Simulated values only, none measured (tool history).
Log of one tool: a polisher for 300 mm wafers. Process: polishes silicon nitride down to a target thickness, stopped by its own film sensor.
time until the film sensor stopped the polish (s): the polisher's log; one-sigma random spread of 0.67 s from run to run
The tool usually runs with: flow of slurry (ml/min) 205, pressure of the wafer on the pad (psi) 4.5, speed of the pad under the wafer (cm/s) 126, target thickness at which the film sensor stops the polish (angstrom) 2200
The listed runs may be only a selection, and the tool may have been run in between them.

| run | hour | flow of slurry (ml/min) | pressure of the wafer on the pad (psi) | speed of the pad under the wafer (cm/s) | target thickness at which the film sensor stops the polish (angstrom) | wafers since the last listed run | wafers polished on this pad | hours since the slurry nozzle was cleaned | hours since the head pressure was calibrated | incoming thickness of the incoming film, nm | time until the film sensor stopped the polish (s) |
|---|---|---|---|---|---|---|---|---|---|---|---|
| 1 | 0 | 205 | 4.5 | 126 | 2200 | 0 | 292 | 164.9 | 1036 | 375.3 | 74.1 |
| 2 | 17.5 | 205 | 4.5 | 126 | 2200 | 97 | 390 | 182.4 | 1053.5 | 370.8 | 71.6 |
| 3 | 24.5 | 205 | 4.5 | 126 | 2200 | 39 | 429 | 189.4 | 1060.5 | 368.1 | 71.3 |
| 4 | 40 | 205 | 4.5 | 126 | 2200 | 86 | 515 | 204.9 | 1076 | 369.4 | 71.1 |
|  | 45.1 | worn pad replaced by a new one |
| 5 | 49.7 | 205 | 4.5 | 126 | 2200 | 31 | 25 | 214.6 | 1085.7 | 372 | 72.4 |
| 6 | 60.5 | 205 | 4.5 | 126 | 2200 | 60 | 85 | 225.4 | 1096.5 | 370.5 | 72.6 |
| 7 | 73.6 | 205 | 5.7 | 126 | 2200 | 73 | 159 | 238.5 | 1109.6 | 366.6 | 57.7 |
| 8 | 82 | 205 | 5.3 | 156 | 2200 | 46 | 205 | 246.9 | 1118 | 364.8 | 55.7 |
| 9 | 96 | 205 | 4.5 | 126 | 2200 | 78 | 284 | 260.9 | 1132 | 373 | 74.8 |
| 10 | 113.9 | 205 | 4.5 | 126 | 2200 | 99 | 384 | 278.8 | 1149.9 | 368.8 | 72.2 |
| 11 | 128.5 | 205 | 4.5 | 126 | 2200 | 81 | 465 | 293.4 | 1164.5 | 369.4 | 72.6 |
| 12 | 138.2 | 205 | 4.5 | 126 | 2200 | 54 | 519 | 303.1 | 1174.2 | 368.8 | 72 |
|  | 142.6 | worn pad replaced by a new one |
| 13 | 144.8 | 205 | 4.5 | 126 | 2200 | 14 | 12 | 309.7 | 1180.8 | 370.3 | 72.3 |
| 14 | 155.4 | 205 | 4.5 | 144 | 2200 | 59 | 71 | 320.3 | 1191.4 | 367.1 | 67.7 |
| 15 | 170.7 | 240 | 4.5 | 108 | 2660 | 85 | 157 | 335.6 | 1206.7 | 369.6 | 53.1 |
|  | 173.1 | head pressure recalibrated |
| 16 | 182.4 | 205 | 5.9 | 166 | 2200 | 54 | 211 | 347.3 | 9.3 | 369.1 | 50.7 |
| 17 | 198.6 | 205 | 4.5 | 126 | 2400 | 90 | 301 | 363.5 | 25.5 | 365.5 | 62 |
|  | 205.9 | slurry nozzle cleaned |
| 18 | 208.7 | 205 | 4.5 | 126 | 2200 | 50 | 352 | 2.8 | 35.6 | 375.2 | 80.8 |
| 19 | 215.6 | 205 | 3.5 | 106 | 2200 | 38 | 390 | 9.7 | 42.5 | 366.3 | 101.7 |
| 20 | 231.7 | 185 | 3.7 | 152 | 2450 | 89 | 480 | 25.8 | 58.6 | 370.2 | 72.3 |
| 21 | 239.1 | 140 | 4.5 | 126 | 2200 | 41 | 522 | 33.2 | 66 | 374.3 | 86 |
|  | 246.8 | worn pad replaced by a new one |
| 22 | 249.9 | 155 | 5.9 | 170 | 2200 | 37 | 17 | 44 | 76.8 | 368.2 | 57 |
| 23 | 262.7 | 205 | 4.5 | 162 | 2200 | 71 | 88 | 56.8 | 89.6 | 371.6 | 70 |
|  | 278.1 | slurry nozzle cleaned, repeated, since the last time left the tool worse |
| 24 | 278.6 | 205 | 5.3 | 126 | 2200 | 83 | 171 | 0.5 | 105.5 | 364 | 59.6 |
| 25 | 294.4 | 205 | 4.5 | 126 | 2200 | 88 | 260 | 16.3 | 121.3 | 373.5 | 73.2 |
| 26 | 309.8 | 205 | 4.5 | 126 | 2200 | 85 | 345 | 31.7 | 136.7 | 365.8 | 70.4 |
| 27 | 321.7 | 140 | 4.5 | 126 | 2200 | 66 | 412 | 43.6 | 148.6 | 370.5 | 75.6 |
| 28 | 328.4 | 225 | 3.6 | 164 | 1950 | 37 | 449 | 50.3 | 155.3 | 362.8 | 83.2 |
| 29 | 336.6 | 145 | 5.1 | 126 | 2200 | 45 | 495 | 58.5 | 163.5 | 364.5 | 64.6 |

Branching from run 29: 3 alternative next runs. What would each branch give?
| A | 337 | 205 | 4.5 | 126 | 2200 | 2 | 497 | 58.9 | 163.9 | 365.7 | ? |
| B | 337 | 205 | 3.1 | 106 | 2570 | 2 | 497 | 58.9 | 163.9 | 365.7 | ? |
| C | 337 | 185 | 3.3 | 140 | 2380 | 2 | 497 | 58.9 | 163.9 | 365.7 | ? |

| run | time until the film sensor stopped the polish (s) |
|---|---|
| A | 69.4 |
| B | 75.3 |
| C | 74.8 |
What these runs would have given with no unlogged condition in the tool:
| run | time until the film sensor stopped the polish (s) |
|---|---|
| A | 69.2 |
| B | 75.2 |
| C | 74.7 |

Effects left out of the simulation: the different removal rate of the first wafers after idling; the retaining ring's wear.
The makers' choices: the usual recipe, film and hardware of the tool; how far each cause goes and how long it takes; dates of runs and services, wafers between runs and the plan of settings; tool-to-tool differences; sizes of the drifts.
